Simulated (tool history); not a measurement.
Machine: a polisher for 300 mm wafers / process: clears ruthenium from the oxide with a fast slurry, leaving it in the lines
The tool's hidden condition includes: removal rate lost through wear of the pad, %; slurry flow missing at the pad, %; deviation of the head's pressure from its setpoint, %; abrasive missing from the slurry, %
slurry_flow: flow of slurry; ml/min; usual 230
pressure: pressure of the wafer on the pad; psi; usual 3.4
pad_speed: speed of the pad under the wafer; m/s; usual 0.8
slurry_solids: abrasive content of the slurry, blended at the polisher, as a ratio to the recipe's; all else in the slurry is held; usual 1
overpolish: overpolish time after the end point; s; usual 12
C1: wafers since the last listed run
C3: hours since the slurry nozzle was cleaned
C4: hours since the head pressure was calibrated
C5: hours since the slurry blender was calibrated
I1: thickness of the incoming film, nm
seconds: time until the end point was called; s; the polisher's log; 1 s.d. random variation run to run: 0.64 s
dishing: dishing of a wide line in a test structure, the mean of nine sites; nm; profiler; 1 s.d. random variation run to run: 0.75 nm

{"run": 1, "day": 0.0, "slurry_flow": 270, "pressure": 3.4, "pad_speed": 0.8, "slurry_solids": 1, "overpolish": 12, "C1": 0, "wafers polished on this pad": 781, "C3": 131.1, "C4": 636.2, "C5": 396.1, "I1": 248.4, "seconds": 61.9, "dishing": 41.8}
{"run": 2, "day": 0.367, "slurry_flow": 270, "pressure": 3.4, "pad_speed": 0.8, "slurry_solids": 1, "overpolish": 12, "C1": 70, "wafers polished on this pad": 851, "C3": 139.9, "C4": 645, "C5": 404.9, "I1": 254, "seconds": 64.6, "dishing": 41.2}
{"run": 3, "day": 1.042, "slurry_flow": 270, "pressure": 3.4, "pad_speed": 0.8, "slurry_solids": 1, "overpolish": 12, "C1": 128, "wafers polished on this pad": 980, "C3": 156.1, "C4": 661.2, "C5": 421.1, "I1": 250, "seconds": 62.2, "dishing": 40.9}
{"run": 4, "day": 1.329, "slurry_flow": 230, "pressure": 3.4, "pad_speed": 0.8, "slurry_solids": 1, "overpolish": 15, "C1": 54, "wafers polished on this pad": 1034, "C3": 163, "C4": 668.1, "C5": 428, "I1": 250.1, "seconds": 64, "dishing": 48.4}
{"run": 5, "day": 1.883, "slurry_flow": 230, "pressure": 3.4, "pad_speed": 0.8, "slurry_solids": 1, "overpolish": 15, "C1": 105, "wafers polished on this pad": 1140, "C3": 176.3, "C4": 681.4, "C5": 441.3, "I1": 246.4, "seconds": 64.5, "dishing": 45.4}
{"run": 6, "day": 2.358, "slurry_flow": 230, "pressure": 3.4, "pad_speed": 0.8, "slurry_solids": 1, "overpolish": 15, "C1": 90, "wafers polished on this pad": 1231, "C3": 187.7, "C4": 692.8, "C5": 452.7, "I1": 250.6, "seconds": 66.4, "dishing": 45}
{"day": 2.629, "done": "worn pad replaced by a new one"}
{"run": 7, "day": 2.762, "slurry_flow": 230, "pressure": 3.4, "pad_speed": 0.96, "slurry_solids": 1, "overpolish": 12, "C1": 45, "wafers polished on this pad": 25, "C3": 197.4, "C4": 702.5, "C5": 462.4, "I1": 252, "seconds": 56.2, "dishing": 46.2}
{"run": 8, "day": 3.346, "slurry_flow": 275, "pressure": 3.8, "pad_speed": 0.8, "slurry_solids": 0.9, "overpolish": 12, "C1": 111, "wafers polished on this pad": 136, "C3": 211.4, "C4": 716.5, "C5": 476.4, "I1": 247.9, "seconds": 64.1, "dishing": 39.7}
{"day": 3.525, "done": "head pressure recalibrated"}
{"run": 9, "day": 4.771, "slurry_flow": 230, "pressure": 3.4, "pad_speed": 0.8, "slurry_solids": 1, "overpolish": 12, "C1": 256, "wafers polished on this pad": 393, "C3": 245.6, "C4": 29.9, "C5": 510.6, "I1": 248.3, "seconds": 70.4, "dishing": 36.1}
{"run": 10, "day": 5.288, "slurry_flow": 230, "pressure": 3.4, "pad_speed": 0.8, "slurry_solids": 1, "overpolish": 12, "C1": 98, "wafers polished on this pad": 491, "C3": 258, "C4": 42.3, "C5": 523, "I1": 251.2, "seconds": 71.7, "dishing": 36.5}
{"day": 5.583, "done": "slurry nozzle cleaned"}
{"run": 11, "day": 5.65, "slurry_flow": 230, "pressure": 3.4, "pad_speed": 1, "slurry_solids": 1.15, "overpolish": 12, "C1": 61, "wafers polished on this pad": 553, "C3": 1.6, "C4": 51, "C5": 531.7, "I1": 250, "seconds": 54.2, "dishing": 45.6}
{"day": 5.8, "done": "slurry blender recalibrated"}
{"run": 12, "day": 6.333, "slurry_flow": 275, "pressure": 3.4, "pad_speed": 1.04, "slurry_solids": 1, "overpolish": 12, "C1": 114, "wafers polished on this pad": 667, "C3": 18, "C4": 67.4, "C5": 12.8, "I1": 245.1, "seconds": 41, "dishing": 58.1}
{"run": 13, "day": 6.842, "slurry_flow": 150, "pressure": 4.6, "pad_speed": 0.8, "slurry_solids": 1, "overpolish": 12, "C1": 97, "wafers polished on this pad": 764, "C3": 30.2, "C4": 79.6, "C5": 25, "I1": 247.9, "seconds": 48, "dishing": 50.2}
{"run": 14, "day": 7.325, "slurry_flow": 230, "pressure": 4.3, "pad_speed": 0.54, "slurry_solids": 1, "overpolish": 5, "C1": 92, "wafers polished on this pad": 857, "C3": 41.8, "C4": 91.2, "C5": 36.6, "I1": 251.2, "seconds": 71.1, "dishing": 16.2}

3 ways to go on from here, each from the tool as it stands after run 14. What would each give?
{"run": "A", "day": 7.342, "slurry_flow": 230, "pressure": 3.4, "pad_speed": 0.8, "slurry_solids": 1, "overpolish": 12, "C1": 3, "wafers polished on this pad": 860, "C3": 42.2, "C4": 91.6, "C5": 37, "I1": 252.5, "seconds": "?", "dishing": "?"}
{"run": "B", "day": 7.342, "slurry_flow": 230, "pressure": 3.8, "pad_speed": 1.06, "slurry_solids": 0.75, "overpolish": 12, "C1": 3, "wafers polished on this pad": 860, "C3": 42.2, "C4": 91.6, "C5": 37, "I1": 252.5, "seconds": "?", "dishing": "?"}
{"run": "C", "day": 7.342, "slurry_flow": 230, "pressure": 2.5, "pad_speed": 0.8, "slurry_solids": 1, "overpolish": 10, "C1": 3, "wafers polished on this pad": 860, "C3": 42.2, "C4": 91.6, "C5": 37, "I1": 252.5, "seconds": "?", "dishing": "?"}

run=A seconds=56 dishing=44.6
run=B seconds=44.6 dishing=54.4
run=C seconds=67.5 dishing=32
Without the tool's unlogged condition, the same runs would have read:
run=A seconds=55.7 dishing=44.8
run=B seconds=44.4 dishing=54.7
run=C seconds=67.1 dishing=32.1
